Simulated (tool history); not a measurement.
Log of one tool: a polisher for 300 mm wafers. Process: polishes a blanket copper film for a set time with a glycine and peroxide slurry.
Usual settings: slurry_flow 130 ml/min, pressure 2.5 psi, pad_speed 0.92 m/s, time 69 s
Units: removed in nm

| run | hour | slurry_flow | pressure | pad_speed | time | incoming thickness of the incoming film, nm | removed |
|---|---|---|---|---|---|---|---|
| 1 | 0 | 130 | 2.5 | 0.92 | 69 | 1856.6 | 339.6 |
| 2 | 8.3 | 130 | 2.5 | 0.92 | 69 | 1864.8 | 330.2 |
| 3 | 17.8 | 130 | 2.5 | 0.92 | 69 | 1840.5 | 326.5 |
|  | 27 | worn pad replaced by a new one |
| 4 | 30.2 | 160 | 2.5 | 0.92 | 69 | 1803.2 | 353.5 |
| 5 | 79.4 | 130 | 2.5 | 0.92 | 69 | 1812.6 | 316.6 |
|  | 91.5 | worn pad replaced by a new one |
| 6 | 92 | 130 | 2.5 | 0.92 | 69 | 1826.3 | 341.5 |
| 7 | 101 | 130 | 2.5 | 0.92 | 69 | 1828.2 | 337.8 |
| 8 | 110 | 130 | 2.5 | 0.92 | 69 | 1807.3 | 331.7 |
| 9 | 125.3 | 130 | 2.5 | 0.92 | 69 | 1855.5 | 322.3 |
| 10 | 136.1 | 130 | 2.5 | 0.92 | 69 | 1850.3 | 312.9 |
| 11 | 145.8 | 130 | 2.5 | 0.92 | 69 | 1840.1 | 307.1 |
| 12 | 157.4 | 130 | 2.5 | 0.92 | 69 | 1842.2 | 303.8 |
| 13 | 167.2 | 130 | 2.5 | 0.92 | 69 | 1808.8 | 296.2 |
|  | 176.3 | worn pad replaced by a new one |
| 14 | 176.8 | 95 | 2.5 | 0.82 | 69 | 1857.7 | 270.9 |
|  | 184.2 | slurry nozzle cleaned |
| 15 | 191.3 | 155 | 2.9 | 0.92 | 69 | 1863.6 | 416.9 |
|  | 195.9 | head pressure recalibrated |
| 16 | 208.8 | 130 | 2.5 | 0.92 | 69 | 1825.5 | 357.5 |
| 17 | 215.3 | 130 | 2.5 | 0.92 | 69 | 1834 | 352.2 |
| 18 | 233.3 | 130 | 3.3 | 1.12 | 89 | 1834.5 | 653.4 |
| 19 | 245.2 | 90 | 3 | 0.92 | 49 | 1869.9 | 257.1 |
|  | 252.9 | worn pad replaced by a new one |
| 20 | 259.6 | 130 | 2.5 | 0.92 | 69 | 1836.3 | 366.3 |
| 21 | 265.9 | 90 | 2 | 1.12 | 69 | 1857.7 | 328.9 |
| 22 | 279.7 | 95 | 2.9 | 0.92 | 69 | 1839.3 | 376.9 |
| 23 | 295.3 | 130 | 2.5 | 0.92 | 90 | 1827.8 | 450.8 |
| 24 | 312.3 | 130 | 2.5 | 0.92 | 69 | 1821 | 336.9 |
|  | 317.6 | worn pad replaced by a new one |
| 25 | 327.7 | 90 | 2.5 | 0.7 | 51 | 1863.7 | 204.2 |
| 26 | 341.1 | 130 | 1.9 | 0.66 | 48 | 1865.9 | 160.2 |
| 27 | 348.4 | 130 | 2.5 | 0.92 | 69 | 1855.7 | 350.8 |
| 28 | 362.4 | 130 | 2.5 | 0.92 | 69 | 1818.9 | 349.4 |
| 29 | 370.7 | 145 | 3.1 | 1.18 | 50 | 1839.8 | 369.8 |

5 ways to go on from here, each from the tool as it stands after run 29. What would each give?
| A | 371.1 | 130 | 2.5 | 0.92 | 69 | 1826.8 | ? |
| B | 371.1 | 130 | 2.5 | 0.62 | 69 | 1826.8 | ? |
| C | 371.1 | 130 | 1.7 | 0.92 | 69 | 1826.8 | ? |
| D | 371.1 | 130 | 1.6 | 0.92 | 69 | 1826.8 | ? |
| E | 371.1 | 130 | 2.5 | 0.92 | 92 | 1826.8 | ? |

| run | removed |
|---|---|
| A | 340.5 |
| B | 252.2 |
| C | 253.9 |
| D | 243.1 |
| E | 454 |
Without the tool's hidden state the same runs would have given:
| run | removed |
|---|---|
| A | 371.3 |
| B | 275 |
| C | 276.8 |
| D | 265 |
| E | 495 |

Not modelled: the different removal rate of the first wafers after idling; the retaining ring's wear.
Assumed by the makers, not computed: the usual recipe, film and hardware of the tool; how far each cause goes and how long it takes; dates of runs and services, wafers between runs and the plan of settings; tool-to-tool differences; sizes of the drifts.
